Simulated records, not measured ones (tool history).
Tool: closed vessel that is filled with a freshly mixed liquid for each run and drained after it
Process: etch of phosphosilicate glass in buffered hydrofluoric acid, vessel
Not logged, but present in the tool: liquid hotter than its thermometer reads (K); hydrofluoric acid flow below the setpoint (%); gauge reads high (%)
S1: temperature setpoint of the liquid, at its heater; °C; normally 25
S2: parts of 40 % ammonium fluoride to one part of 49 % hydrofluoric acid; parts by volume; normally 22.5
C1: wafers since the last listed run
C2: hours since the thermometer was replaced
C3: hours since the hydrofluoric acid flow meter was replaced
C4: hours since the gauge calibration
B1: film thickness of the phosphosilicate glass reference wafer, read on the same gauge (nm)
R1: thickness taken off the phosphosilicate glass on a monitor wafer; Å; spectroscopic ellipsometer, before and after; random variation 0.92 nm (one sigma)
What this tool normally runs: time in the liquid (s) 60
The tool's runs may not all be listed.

Run 1, hour 0: usual settings but S1 21.5 °C; C1 0; C2 1439.9; C3 767.8; C4 1042.1; B1 49.99. Result: R1 1215.5 Å.
Run 2, hour 95.6: usual settings; C1 8685; C2 1535.5; C3 863.4; C4 1137.7; B1 50.02. Result: R1 1460.1 Å.
At hour 97.9: hydrofluoric acid flow meter replaced.
Run 3, hour 174.9: usual settings; C1 7113; C2 1614.8; C3 77; C4 1217; B1 49.99. Result: R1 1553.8 Å.
Run 4, hour 281.8: usual settings; C1 9712; C2 1721.7; C3 183.9; C4 1323.9; B1 50. Result: R1 1562 Å.
Run 5, hour 350.5: usual settings; C1 6241; C2 1790.4; C3 252.6; C4 1392.6; B1 50.01. Result: R1 1545.1 Å.
Run 6, hour 438.2: usual settings; C1 7968; C2 1878.1; C3 340.3; C4 1480.3; B1 50.02. Result: R1 1529.5 Å.
Run 7, hour 503.7: usual settings; C1 5951; C2 1943.6; C3 405.8; C4 1545.8; B1 50.01. Result: R1 1517.6 Å.
Run 8, hour 746.6: usual settings but S2 14 parts by volume, time in the liquid (s) 35; C1 22068; C2 2186.5; C3 648.7; C4 1788.7; B1 50. Result: R1 1317.8 Å.
At hour 1005.3: thermometer replaced.
At hour 1013.8: hydrofluoric acid flow meter replaced.
Run 9, hour 1056.4: usual settings but S1 26.5 °C, S2 17 parts by volume, time in the liquid (s) 70; C1 27965; C2 51.1; C3 42.6; C4 2098.5; B1 49.97. Result: R1 2498.7 Å.
Run 10, hour 1123.1: usual settings but time in the liquid (s) 35; C1 6060; C2 117.8; C3 109.3; C4 2165.2; B1 49.99. Result: R1 910.2 Å.
Run 11, hour 1174.3: usual settings but S1 23 °C, S2 27.5 parts by volume, time in the liquid (s) 90; C1 4651; C2 169; C3 160.5; C4 2216.4; B1 49.99. Result: R1 1829.2 Å.
At hour 1208.4: gauge calibrated.
Run 12, hour 1247.3: usual settings but S1 29 °C; C1 6632; C2 242; C3 233.5; C4 38.9; B1 50. Result: R1 1894.2 Å.
Run 13, hour 1287.6: usual settings but S1 26.5 °C, time in the liquid (s) 50; C1 3661; C2 282.3; C3 273.8; C4 79.2; B1 49.99. Result: R1 1385.4 Å.
Run 14, hour 1341.6: usual settings but S1 26.5 °C, S2 27 parts by volume; C1 4906; C2 336.3; C3 327.8; C4 133.2; B1 50.02. Result: R1 1465.3 Å.
Run 15, hour 1406.3: usual settings; C1 5878; C2 401; C3 392.5; C4 197.9; B1 50.01. Result: R1 1528.5 Å.
Run 16, hour 1506.3: usual settings; C1 9085; C2 501; C3 492.5; C4 297.9; B1 49.98. Result: R1 1506.8 Å.
Run 17, hour 1578.7: usual settings but S2 27 parts by volume, time in the liquid (s) 80; C1 6577; C2 573.4; C3 564.9; C4 370.3; B1 50.01. Result: R1 1774.4 Å.
Run 18, hour 1675.8: usual settings; C1 8822; C2 670.5; C3 662; C4 467.4; B1 50.01. Result: R1 1495 Å.
Run 19, hour 1764.5: usual settings but S1 21 °C; C1 8058; C2 759.2; C3 750.7; C4 556.1; B1 49.98. Result: R1 1182.1 Å.
At hour 1829.1: hydrofluoric acid flow meter replaced.
Run 20, hour 1839.2: usual settings but S1 30 °C, S2 19.5 parts by volume, time in the liquid (s) 30; C1 6696; C2 833.9; C3 10.1; C4 630.8; B1 50. Result: R1 1146 Å.
Run 21, hour 1924.7: usual settings; C1 7768; C2 919.4; C3 95.6; C4 716.3; B1 50.01. Result: R1 1555.5 Å.
Run 22, hour 2014.7: usual settings; C1 8176; C2 1009.4; C3 185.6; C4 806.3; B1 49.99. Result: R1 1552.6 Å.
Run 23, hour 2086.7: usual settings; C1 6541; C2 1081.4; C3 257.6; C4 878.3; B1 49.99. Result: R1 1528.1 Å.
Run 24, hour 2168.4: usual settings but S2 16.5 parts by volume, time in the liquid (s) 75; C1 7422; C2 1163.1; C3 339.3; C4 960; B1 49.99. Result: R1 2473.2 Å.
Run 25, hour 2275.8: usual settings but S1 29.5 °C, S2 18 parts by volume, time in the liquid (s) 40; C1 9757; C2 1270.5; C3 446.7; C4 1067.4; B1 49.99. Result: R1 1517.9 Å.
Run 26, hour 2328.9: usual settings but S1 23.5 °C, S2 30 parts by volume, time in the liquid (s) 45; C1 4824; C2 1323.6; C3 499.8; C4 1120.5; B1 49.99. Result: R1 834.4 Å.
Run 27, hour 2378: usual settings but time in the liquid (s) 50; C1 4461; C2 1372.7; C3 548.9; C4 1169.6; B1 50. Result: R1 1248.3 Å.
Run 28, hour 2477.7: usual settings but S2 18.5 parts by volume, time in the liquid (s) 90; C1 9058; C2 1472.4; C3 648.6; C4 1269.3; B1 49.99. Result: R1 2579.4 Å.
Run 29, hour 2544.6: usual settings but time in the liquid (s) 85; C1 6078; C2 1539.3; C3 715.5; C4 1336.2; B1 49.99. Result: R1 2092.5 Å.
Run 30, hour 2580.8: usual settings but S1 20.5 °C, S2 29 parts by volume, time in the liquid (s) 45; C1 3288; C2 1575.5; C3 751.7; C4 1372.4; B1 49.98. Result: R1 722.4 Å.
Run 31, hour 2631.6: usual settings but S1 27.5 °C; C1 4615; C2 1626.3; C3 802.5; C4 1423.2; B1 50. Result: R1 1692.1 Å.

Results per run with the tool's hidden condition removed, run-to-run variation unchanged:
run      R1
  1  1295.4
  2  1567.2
  3  1563.8
  4    1584
  5  1574.5
  6  1568.6
  7  1563.8
  8  1411.2
  9  2523.7
 10   920.9
 11  1857.6
 12  1933.3
 13  1418.3
 14  1505.9
 15  1578.4
 16  1567.5
 17  1855.8
 18    1575
 19  1254.1
 20  1149.6
 21  1568.3
 22  1575.4
 23  1558.6
 24  2565.8
 25  1592.4
 26   879.9
 27  1300.6
 28  2765.2
 29  2207.6
 30     775
 31  1796.6

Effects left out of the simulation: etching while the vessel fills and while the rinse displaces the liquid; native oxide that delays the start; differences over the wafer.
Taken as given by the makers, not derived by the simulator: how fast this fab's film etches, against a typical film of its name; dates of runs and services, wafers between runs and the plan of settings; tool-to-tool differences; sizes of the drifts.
